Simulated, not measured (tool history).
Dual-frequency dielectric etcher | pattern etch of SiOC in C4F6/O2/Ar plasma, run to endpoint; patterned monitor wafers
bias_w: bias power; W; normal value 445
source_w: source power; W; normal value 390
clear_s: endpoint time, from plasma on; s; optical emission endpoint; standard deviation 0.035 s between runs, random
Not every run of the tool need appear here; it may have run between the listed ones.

run	hour	bias_w	source_w	incoming incoming film thickness, nm	clear_s
1	0.0	375	420	28.24	11.1
# hour 60.2: wet clean of the chamber
2	60.7	445	390	28.31	11.0
3	96.3	445	390	28.48	11.1
4	147.4	395	340	28.20	11.9
5	204.4	395	340	27.99	11.8
6	248.2	395	340	28.54	12.0
7	302.7	445	390	28.65	11.2
8	351.5	445	390	28.46	11.1
9	398.4	445	390	28.39	11.1
10	469.4	445	390	28.35	11.1
11	507.7	445	390	28.55	11.2
12	541.1	445	390	28.46	11.1
# hour 554.2: source power generator calibrated
13	598.2	445	390	28.53	11.2
14	645.5	355	310	28.07	12.5
15	710.5	445	390	28.18	11.0
# hour 776.2: wet clean of the chamber
# hour 794.3: upper electrode replaced, of another model than before
16	794.8	375	420	28.23	11.2
17	816.8	445	290	28.02	13.1
18	878.4	445	390	28.14	11.1
19	944.7	507	490	28.01	9.5
20	1012.9	537	460	28.46	9.7
21	1072.3	445	390	28.25	11.1
22	1112.3	342	440	28.30	11.3
23	1150.1	510	450	28.09	9.8
# hour 1159.3: bias power generator calibrated
24	1174.9	445	390	28.40	11.0
25	1235.8	475	490	28.38	9.6
26	1304.6	532	350	28.61	11.1
27	1347.1	526	320	28.18	11.6
28	1380.3	355	330	28.29	12.9
29	1416.6	445	390	27.94	10.8
30	1469.1	445	390	27.93	10.8
# hour 1500.5: wet clean of the chamber
31	1528.2	395	330	28.19	12.5
32	1558.8	490	390	28.21	10.6
33	1706.7	477	340	28.38	11.7
34	1735.6	516	330	28.37	11.6

The tool's hidden state at each run:
etch rate over this chamber's usual, %: 0 in every run
source power that arrives over what is set, %: 0 in every run
H1: bias power that arrives over what is set, %
run	H1
1	-2.32
2	-2.49
3	-2.59
4	-2.73
5	-2.89
6	-3.01
7	-3.16
8	-3.29
9	-3.42
10	-3.62
11	-3.72
12	-3.81
13	-3.97
14	-4.1
15	-4.28
16	-4.51
17	-4.57
18	-4.74
19	-4.93
20	-5.11
21	-5.28
22	-5.39
23	-5.49
24	0.0967
25	-0.0712
26	-0.261
27	-0.378
28	-0.47
29	-0.57
30	-0.714
31	-0.877
32	-0.962
33	-1.37
34	-1.45
